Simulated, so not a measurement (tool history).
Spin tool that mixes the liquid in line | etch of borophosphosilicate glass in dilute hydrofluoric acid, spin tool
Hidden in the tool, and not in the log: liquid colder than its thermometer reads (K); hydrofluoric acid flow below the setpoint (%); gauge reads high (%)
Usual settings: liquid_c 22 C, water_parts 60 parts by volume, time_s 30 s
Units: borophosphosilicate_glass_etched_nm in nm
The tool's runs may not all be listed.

run,hour,liquid_c,water_parts,time_s,wafers since the last listed run,hours since the thermometer was replaced,hours since the hydrofluoric acid flow meter was replaced,hours since the gauge calibration,"read-back film thickness of the borophosphosilicate glass reference wafer, read on the same gauge (nm)",borophosphosilicate_glass_etched_nm
1,0,22,80,30,0,1820.9,308,182.3,90.49,10.21
2,32.3,22,80,30,540,1853.2,340.3,214.6,90.64,10.24
3,116.3,22,60,20,1405,1937.2,424.3,298.6,91.03,9.39
4,140.1,22,65,30,398,1961,448.1,322.4,91.14,12.85
5,172.4,22,65,30,540,1993.3,480.4,354.7,91.36,12.88
6,206,22,60,30,562,2026.9,514,388.3,91.55,14.19
7,239.8,22,60,30,565,2060.7,547.8,422.1,91.84,14.08
# hour 256.6: gauge calibrated
8,270.2,22,60,30,508,2091.1,578.2,13.6,89.92,13.81
9,354.5,23.5,60,30,1410,2175.4,662.5,97.9,89.97,14.8
10,373.8,22,60,30,322,2194.7,681.8,117.2,90.06,13.79
# hour 407.2: hydrofluoric acid flow meter replaced
11,445.9,22,60,30,1189,2266.8,38.7,189.3,90.25,13.85
12,460.3,22,60,30,240,2281.2,53.1,203.7,90.28,13.82
# hour 466.9: thermometer replaced
13,502.1,20,85,30,682,35.2,94.9,245.5,90.49,8.79
14,545.1,22,75,15,719,78.2,137.9,288.5,90.72,5.48
15,567.7,20,80,15,378,100.8,160.5,311.1,90.81,4.71
16,598.6,26.5,60,30,516,131.7,191.4,342,91.01,16.88

3 ways to go on from here, each from the tool as it stands after run 16. What would each give?
# hour 598.7: gauge calibrated
A,599,22,70,30,6,132.1,191.8,0.3,?,?
# hour 598.7: gauge calibrated
B,599,26,60,30,6,132.1,191.8,0.3,?,?
# hour 598.7: gauge calibrated
C,599,25,60,30,6,132.1,191.8,0.3,?,?

run,"read-back film thickness of the borophosphosilicate glass reference wafer, read on the same gauge (nm)",borophosphosilicate_glass_etched_nm
A,89.99,11.73
B,89.99,16.32
C,89.99,15.67
Without the tool's hidden state the same runs would have given:
run,borophosphosilicate_glass_etched_nm
A,11.73
B,16.32
C,15.67
